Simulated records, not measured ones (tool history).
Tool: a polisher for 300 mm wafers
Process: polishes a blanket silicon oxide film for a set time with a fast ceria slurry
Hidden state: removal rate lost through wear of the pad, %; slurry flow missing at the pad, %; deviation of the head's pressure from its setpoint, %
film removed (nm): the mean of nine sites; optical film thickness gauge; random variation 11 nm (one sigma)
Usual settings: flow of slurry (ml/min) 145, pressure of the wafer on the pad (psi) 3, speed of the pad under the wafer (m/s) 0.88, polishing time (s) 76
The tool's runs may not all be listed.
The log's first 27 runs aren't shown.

run	hour	flow of slurry (ml/min)	pressure of the wafer on the pad (psi)	speed of the pad under the wafer (m/s)	polishing time (s)	wafers since the last listed run	wafers polished on this pad	hours since the slurry nozzle was cleaned	hours since the head pressure was calibrated	incoming thickness of the incoming film, nm	film removed (nm)
28	761.2	145	3	0.88	76	275	1064	45.6	112.5	3824.3	920.2
# hour 791: worn pad replaced by a new one
29	791.5	145	3	0.88	91	213	4	75.9	142.8	3895.1	1100.2
30	809.3	145	3	0.88	76	144	148	93.7	160.6	3860.1	881.1
31	833.4	180	3	0.88	76	195	343	117.8	184.7	3887.8	948
32	848.8	145	3.3	1.08	76	124	468	133.2	200.1	3883.6	1199.2
33	879	160	2.4	1.06	59	244	713	163.4	230.3	3856.6	689.9
34	913.2	180	2.7	0.88	76	277	990	197.6	264.5	3872.3	845.8
35	929.6	145	2.3	1.12	76	132	1122	214	280.9	3855.6	881.8
36	947.5	145	3	0.88	76	144	1267	231.9	298.8	3882.4	899.2

Forecast each of these 5 alternatives for the next run:
A	947.9	145	3	0.88	76	3	1271	232.3	299.2	3893	?
B	947.9	110	3	0.96	76	3	1271	232.3	299.2	3893	?
C	947.9	145	3	1.16	57	3	1271	232.3	299.2	3893	?
D	947.9	165	3	1.1	76	3	1271	232.3	299.2	3893	?
E	947.9	145	2.7	0.88	100	3	1271	232.3	299.2	3893	?

run	film removed (nm)
A	900.6
B	918.4
C	880.3
D	1141.8
E	1066.4
Without the tool's hidden state the same runs would have given:
run	film removed (nm)
A	900.6
B	918.4
C	880.3
D	1141.8
E	1066.4
